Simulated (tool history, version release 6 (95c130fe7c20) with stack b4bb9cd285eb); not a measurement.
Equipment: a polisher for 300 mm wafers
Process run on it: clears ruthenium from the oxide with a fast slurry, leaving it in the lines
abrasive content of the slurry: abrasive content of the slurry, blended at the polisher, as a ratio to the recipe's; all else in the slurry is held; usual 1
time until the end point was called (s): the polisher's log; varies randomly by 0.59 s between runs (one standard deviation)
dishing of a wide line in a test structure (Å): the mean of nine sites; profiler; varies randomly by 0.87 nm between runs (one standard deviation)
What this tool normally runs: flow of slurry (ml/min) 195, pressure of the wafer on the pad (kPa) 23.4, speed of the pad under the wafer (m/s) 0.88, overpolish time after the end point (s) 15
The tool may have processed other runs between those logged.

run	day	flow of slurry (ml/min)	pressure of the wafer on the pad (kPa)	speed of the pad under the wafer (m/s)	abrasive content of the slurry	overpolish time after the end point (s)	incoming thickness of the incoming film, nm	time until the end point was called (s)	dishing of a wide line in a test structure (Å)
1	0	195	23.4	0.88	1	15	170.8	39.1	391
2	0.504	195	23.4	0.88	1	15	169.1	41.8	382
3	0.988	195	23.4	0.88	1	15	170.9	42.9	369
4	1.529	195	23.4	1.08	1	15	168.7	34.9	408
5	2.025	195	23.4	1.08	1	15	167.2	34.7	426
6	2.608	195	23.4	1.08	1	15	171.2	36.3	435
7	2.958	195	23.4	0.88	1	13	169.9	43	327
# day 4.171: slurry blender recalibrated
# day 4.208: worn pad replaced by a new one
8	4.95	195	23.4	0.88	1	13	173.7	40.1	369
# day 5.4: slurry nozzle cleaned
9	5.654	195	23.4	0.88	1	13	168.6	40.2	344
10	7.15	240	23.4	1.14	1	15	168	31.3	436
11	7.633	225	17.2	0.62	1	24	170.7	74.5	360
12	8.212	195	23.4	0.88	1	15	171.6	44.7	357
# day 8.367: slurry blender recalibrated
13	8.862	195	23.4	0.88	1	15	168.2	37.1	408
14	9.488	195	23.4	1.12	1	15	170.2	30.9	447
# day 9.662: worn pad replaced by a new one, of another model than before
15	9.925	165	18.6	0.88	1	15	171.2	52.5	328
# day 10.938: head pressure recalibrated
16	12.171	195	23.4	0.76	1.15	24	171.3	43.3	482
17	12.7	230	31.7	0.58	1	22	173	41.6	484
# day 13.417: slurry blender recalibrated
18	13.433	130	23.4	1.04	1	15	171.6	32.2	440
19	13.912	225	17.2	0.62	1	24	170.7	62.6	395

Per-run results on a tool with no hidden state, each run keeping its own random variation:
Hidden state at play: removal rate lost through wear of the pad, %; slurry flow missing at the pad, %; deviation of the head's pressure from its setpoint, %; abrasive missing from the slurry, %.
run	time until the end point was called (s)	dishing of a wide line in a test structure (Å)
1	35.5	416
2	36.7	416
3	36.6	408
4	29.2	454
5	28.5	478
6	29.5	493
7	34.7	380
8	36.8	391
9	35	378
10	25.6	489
11	60.1	415
12	35.7	414
13	35.4	421
14	28	472
15	46.3	359
16	36	528
17	33.7	538
18	32	442
19	59.3	409
